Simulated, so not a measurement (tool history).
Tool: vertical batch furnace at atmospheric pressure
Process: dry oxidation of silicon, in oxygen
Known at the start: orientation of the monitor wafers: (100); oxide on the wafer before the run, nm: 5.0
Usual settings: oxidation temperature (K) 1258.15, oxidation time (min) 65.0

| run | hour | oxidation temperature (K) | oxidation time (min) | wafers since the last listed run | hours since the last temperature calibration | hours since the boat lift was adjusted | hours since the gauge calibration | read-back reference wafer on the same gauge, thickness | oxide thickness on the monitor wafer (Å) |
|---|---|---|---|---|---|---|---|---|---|
| 1 | 0.0 | 1258.15 | 65.0 | 0 | 3627.4 | 5864.6 | 68.3 | 41.51 | 442.2 |
| 2 | 16.9 | 1258.15 | 65.0 | 238 | 3644.3 | 5881.5 | 85.2 | 41.55 | 443.2 |
| 3 | 27.5 | 1264.15 | 74.0 | 149 | 3654.9 | 5892.1 | 95.8 | 41.55 | 508.7 |
| 4 | 41.2 | 1264.15 | 74.0 | 193 | 3668.6 | 5905.8 | 109.5 | 41.63 | 510.2 |
| 5 | 53.0 | 1258.15 | 65.0 | 166 | 3680.4 | 5917.6 | 121.3 | 41.60 | 442.7 |
| 6 | 61.4 | 1278.15 | 84.5 | 118 | 3688.8 | 5926.0 | 129.7 | 41.63 | 637.6 |
| 7 | 75.0 | 1278.15 | 84.5 | 192 | 3702.4 | 5939.6 | 143.3 | 41.66 | 637.9 |
| 8 | 83.8 | 1278.15 | 84.5 | 124 | 3711.2 | 5948.4 | 152.1 | 41.67 | 638.7 |
| 9 | 99.1 | 1258.15 | 51.0 | 216 | 3726.5 | 5963.7 | 167.4 | 41.72 | 381.5 |
| 10 | 110.8 | 1267.15 | 65.0 | 165 | 3738.2 | 5975.4 | 179.1 | 41.74 | 483.7 |
| 11 | 121.0 | 1267.15 | 65.0 | 144 | 3748.4 | 5985.6 | 189.3 | 41.77 | 484.1 |
| 12 | 132.5 | 1267.15 | 65.0 | 162 | 3759.9 | 5997.1 | 200.8 | 41.81 | 485.3 |
|  | 135.3 | gauge calibrated |
|  | 157.9 | boat lift adjusted |
| 13 | 158.4 | 1236.15 | 35.0 | 26 | 3785.8 | 0.5 | 23.1 | 41.54 | 259.8 |
| 14 | 164.2 | 1274.15 | 65.0 | 81 | 3791.6 | 6.3 | 28.9 | 41.51 | 515.1 |
|  | 200.9 | thermocouples replaced and temperature profile calibrated |
| 15 | 201.4 | 1258.15 | 48.5 | 186 | 0.5 | 43.5 | 66.1 | 41.56 | 369.3 |

The next listed run, before its measurement:
| 16 | 205.9 | 1258.15 | 65.0 | 63 | 5.0 | 48.0 | 70.6 | ? | ? |

read-back reference wafer on the same gauge, thickness: 41.57
oxide thickness on the monitor wafer (Å): 443.3
Without the tool's hidden state the same run would have given oxide thickness on the monitor wafer (Å) 442.6.
